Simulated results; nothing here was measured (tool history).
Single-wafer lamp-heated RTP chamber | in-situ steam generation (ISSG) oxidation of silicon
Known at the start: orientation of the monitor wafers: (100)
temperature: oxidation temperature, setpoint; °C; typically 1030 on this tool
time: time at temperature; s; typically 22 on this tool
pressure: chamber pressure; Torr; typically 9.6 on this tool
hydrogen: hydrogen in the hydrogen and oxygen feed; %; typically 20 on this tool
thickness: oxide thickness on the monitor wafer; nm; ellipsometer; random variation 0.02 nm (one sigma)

run	day	temperature	time	pressure	hydrogen	wafers since the last listed run	wafers since the last pyrometer calibration	hours since the pressure gauge was zeroed	hours since the hydrogen flow controller was replaced	hours since the gauge calibration	read-back reference wafer on the same gauge, thickness	thickness
1	0	1026	22	9.6	20	0	885	3286.1	1670.9	1053.2	6.851	5.715
2	4.075	1026	22	9.6	20	836	1722	3383.9	1768.7	1151	6.852	5.693
3	7.392	1026	22	9.6	20	681	2403	3463.5	1848.3	1230.6	6.847	5.666
4	9.408	1030	29	9.6	20	414	2817	3511.9	1896.7	1279	6.846	6.735
5	12.242	1030	24	9.6	20	581	3399	3579.9	1964.7	1347	6.852	6.057
6	15.088	1030	25	9.6	20	584	3984	3648.2	2033	1415.3	6.847	6.173
7	27.888	1030	25	9.6	20	2628	6612	3955.4	2340.2	1722.5	6.852	6.206
8	31.438	1030	22	9.6	20	729	7341	4040.6	2425.4	1807.7	6.849	5.813
# day 32.017: pyrometer window cleaned and pyrometer calibrated
# day 39.554: gauge calibrated
9	40.825	1030	22	9.6	20	1859	1808	4265.9	2650.7	30.5	6.852	5.819
# day 43.162: hydrogen flow controller replaced
10	43.7	1030	24	10.2	20	521	2330	4334.9	12.9	99.5	6.856	5.959
11	46.775	1030	24	10.2	20	631	2962	4408.7	86.7	173.3	6.855	6.029
12	51.217	1030	24	10.2	20	912	3874	4515.3	193.3	279.9	6.85	5.99
13	52.825	1036	22	9.6	20	330	4204	4553.9	231.9	318.5	6.849	5.98
14	54.392	1030	22	9.6	27	321	4526	4591.5	269.5	356.1	6.845	6.193
15	56.55	1036	22	9.6	20	443	4969	4643.3	321.3	407.9	6.852	5.992
# day 58.921: pressure gauge zeroed
16	60.646	1030	15	8.2	25	772	5742	41.4	419.6	506.2	6.849	5.174
# day 63.996: pyrometer window cleaned and pyrometer calibrated
17	64.721	1015	25	9.6	20	768	148	139.2	517.4	604	6.852	5.78
18	67.171	1030	29	9.6	20	503	651	198	576.2	662.8	6.857	6.721
19	70.112	1030	22	9.6	20	604	1256	268.6	646.8	733.4	6.855	5.85
20	71.833	1041	16	9.6	25	353	1609	309.9	688.1	774.7	6.848	5.47
21	75.058	1016	30	9.6	20	662	2271	387.3	765.5	852.1	6.847	6.344
22	76.85	1030	22	9.6	27	367	2639	430.3	808.5	895.1	6.853	6.227
23	80.017	1015	25	9.6	20	650	3289	506.3	884.5	971.1	6.847	5.734
24	82.933	1035	16	8.5	20	598	3888	576.3	954.5	1041.1	6.851	5.156
25	86.912	1030	27	9.6	28	817	4706	671.8	1050	1136.6	6.849	6.97
26	90.158	1030	27	9.6	26	666	5372	749.7	1127.9	1214.5	6.853	6.831

Branching from run 26: 4 alternative next runs. What would each branch give?
A	90.179	1030	22	9.6	20	4	5376	750.2	1128.4	1215	?	?
B	90.179	1030	22	9.6	25	4	5376	750.2	1128.4	1215	?	?
C	90.179	1046	14	10.1	25	4	5376	750.2	1128.4	1215	?	?
D	90.179	1049	22	9.6	15	4	5376	750.2	1128.4	1215	?	?

run	read-back reference wafer on the same gauge, thickness	thickness
A	6.851	5.813
B	6.851	6.103
C	6.851	5.22
D	6.851	6.044
With the hidden condition removed and each run's random variation left untouched, the same runs would have given:
run	thickness
A	5.813
B	6.103
C	5.22
D	6.044

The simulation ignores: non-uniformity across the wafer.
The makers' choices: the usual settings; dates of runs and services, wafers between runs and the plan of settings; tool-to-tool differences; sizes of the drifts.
